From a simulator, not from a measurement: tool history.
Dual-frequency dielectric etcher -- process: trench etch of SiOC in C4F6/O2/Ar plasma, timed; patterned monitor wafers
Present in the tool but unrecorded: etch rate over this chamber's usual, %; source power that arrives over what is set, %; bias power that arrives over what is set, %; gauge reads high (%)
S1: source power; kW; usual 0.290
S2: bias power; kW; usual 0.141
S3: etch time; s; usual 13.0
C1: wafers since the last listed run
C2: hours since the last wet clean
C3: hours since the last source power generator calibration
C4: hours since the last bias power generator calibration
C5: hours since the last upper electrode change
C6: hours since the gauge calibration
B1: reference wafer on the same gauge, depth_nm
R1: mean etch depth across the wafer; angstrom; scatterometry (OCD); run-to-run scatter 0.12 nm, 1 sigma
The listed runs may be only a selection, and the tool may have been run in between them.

| run | hour | S1 | S2 | S3 | C1 | C2 | C3 | C4 | C5 | C6 | B1 | R1 |
|---|---|---|---|---|---|---|---|---|---|---|---|---|
| 1 | 0.0 | 0.290 | 0.141 | 12.0 | 0 | 152.9 | 2707.7 | 3336.9 | 3787.5 | 475.5 | 19.10 | 203.3 |
| 2 | 14.1 | 0.290 | 0.141 | 12.0 | 211 | 167.0 | 2721.8 | 3351.0 | 3801.6 | 489.6 | 19.09 | 202.8 |
| 3 | 43.0 | 0.290 | 0.141 | 13.0 | 434 | 195.9 | 2750.7 | 3379.9 | 3830.5 | 518.5 | 19.13 | 218.2 |
| 4 | 68.1 | 0.290 | 0.164 | 13.0 | 377 | 221.0 | 2775.8 | 3405.0 | 3855.6 | 543.6 | 19.12 | 233.3 |
| 5 | 100.7 | 0.330 | 0.121 | 13.0 | 489 | 253.6 | 2808.4 | 3437.6 | 3888.2 | 576.2 | 19.11 | 218.0 |
| 6 | 120.5 | 0.330 | 0.121 | 13.0 | 297 | 273.4 | 2828.2 | 3457.4 | 3908.0 | 596.0 | 19.08 | 220.9 |
| 7 | 153.5 | 0.340 | 0.141 | 13.0 | 495 | 306.4 | 2861.2 | 3490.4 | 3941.0 | 629.0 | 19.08 | 235.3 |
|  | 163.5 | bias power generator calibrated |
| 8 | 183.4 | 0.290 | 0.129 | 14.5 | 389 | 336.3 | 2891.1 | 19.9 | 3970.9 | 658.9 | 19.13 | 236.1 |
| 9 | 215.7 | 0.290 | 0.129 | 14.5 | 485 | 368.6 | 2923.4 | 52.2 | 4003.2 | 691.2 | 19.11 | 237.1 |
| 10 | 236.3 | 0.290 | 0.129 | 14.5 | 309 | 389.2 | 2944.0 | 72.8 | 4023.8 | 711.8 | 19.10 | 237.9 |
| 11 | 261.6 | 0.290 | 0.141 | 13.0 | 380 | 414.5 | 2969.3 | 98.1 | 4049.1 | 737.1 | 19.10 | 221.4 |
| 12 | 285.8 | 0.270 | 0.172 | 13.0 | 363 | 438.7 | 2993.5 | 122.3 | 4073.3 | 761.3 | 19.13 | 231.1 |
| 13 | 317.0 | 0.290 | 0.141 | 13.0 | 468 | 469.9 | 3024.7 | 153.5 | 4104.5 | 792.5 | 19.08 | 219.5 |
| 14 | 341.2 | 0.290 | 0.141 | 13.0 | 363 | 494.1 | 3048.9 | 177.7 | 4128.7 | 816.7 | 19.14 | 222.4 |
|  | 404.1 | wet clean of the chamber |
| 15 | 418.8 | 0.290 | 0.158 | 9.5 | 805 | 14.7 | 3126.5 | 255.3 | 4206.3 | 894.3 | 19.06 | 168.0 |
| 16 | 435.6 | 0.260 | 0.117 | 12.0 | 252 | 31.5 | 3143.3 | 272.1 | 4223.1 | 911.1 | 19.06 | 182.9 |
| 17 | 449.3 | 0.350 | 0.163 | 11.5 | 205 | 45.2 | 3157.0 | 285.8 | 4236.8 | 924.8 | 19.05 | 224.1 |
| 18 | 477.7 | 0.290 | 0.129 | 14.5 | 426 | 73.6 | 3185.4 | 314.2 | 4265.2 | 953.2 | 19.11 | 237.8 |
| 19 | 507.2 | 0.290 | 0.130 | 13.0 | 443 | 103.1 | 3214.9 | 343.7 | 4294.7 | 982.7 | 19.13 | 212.9 |
|  | 509.0 | gauge calibrated |
|  | 531.4 | upper electrode replaced |
|  | 539.2 | source power generator calibrated |
| 20 | 539.7 | 0.290 | 0.141 | 13.0 | 67 | 135.6 | 0.5 | 376.2 | 8.3 | 30.7 | 19.13 | 220.1 |
| 21 | 551.8 | 0.240 | 0.171 | 10.0 | 181 | 147.7 | 12.6 | 388.3 | 20.4 | 42.8 | 19.09 | 170.6 |
| 22 | 579.6 | 0.340 | 0.141 | 13.0 | 417 | 175.5 | 40.4 | 416.1 | 48.2 | 70.6 | 19.10 | 236.9 |
| 23 | 593.0 | 0.290 | 0.151 | 16.0 | 201 | 188.9 | 53.8 | 429.5 | 61.6 | 84.0 | 19.05 | 278.1 |
| 24 | 621.4 | 0.220 | 0.164 | 13.0 | 426 | 217.3 | 82.2 | 457.9 | 90.0 | 112.4 | 19.12 | 207.9 |
| 25 | 652.7 | 0.270 | 0.171 | 10.5 | 470 | 248.6 | 113.5 | 489.2 | 121.3 | 143.7 | 19.06 | 186.2 |
| 26 | 678.8 | 0.270 | 0.121 | 13.0 | 392 | 274.7 | 139.6 | 515.3 | 147.4 | 169.8 | 19.08 | 201.2 |
| 27 | 710.8 | 0.290 | 0.141 | 10.5 | 480 | 306.7 | 171.6 | 547.3 | 179.4 | 201.8 | 19.07 | 179.7 |
| 28 | 731.6 | 0.350 | 0.121 | 14.5 | 312 | 327.5 | 192.4 | 568.1 | 200.2 | 222.6 | 19.09 | 251.5 |
| 29 | 754.5 | 0.360 | 0.141 | 9.0 | 343 | 350.4 | 215.3 | 591.0 | 223.1 | 245.5 | 19.10 | 166.9 |
| 30 | 777.3 | 0.350 | 0.156 | 10.0 | 342 | 373.2 | 238.1 | 613.8 | 245.9 | 268.3 | 19.12 | 191.5 |

Predict each of these 4 candidate next runs independently; none follows another, all start after run 30:
| A | 777.7 | 0.290 | 0.141 | 15.0 | 6 | 373.6 | 238.5 | 614.2 | 246.3 | 268.7 | ? | ? |
| B | 777.7 | 0.250 | 0.141 | 10.0 | 6 | 373.6 | 238.5 | 614.2 | 246.3 | 268.7 | ? | ? |
| C | 777.7 | 0.290 | 0.158 | 10.5 | 6 | 373.6 | 238.5 | 614.2 | 246.3 | 268.7 | ? | ? |
| D | 777.7 | 0.330 | 0.170 | 11.5 | 6 | 373.6 | 238.5 | 614.2 | 246.3 | 268.7 | ? | ? |

| run | B1 | R1 |
|---|---|---|
| A | 19.14 | 256.3 |
| B | 19.14 | 160.3 |
| C | 19.14 | 187.5 |
| D | 19.14 | 223.2 |
Stripped of hidden state, with their random variation kept, the same runs would have yielded:
| run | R1 |
|---|---|
| A | 256.3 |
| B | 160.3 |
| C | 187.5 |
| D | 223.2 |
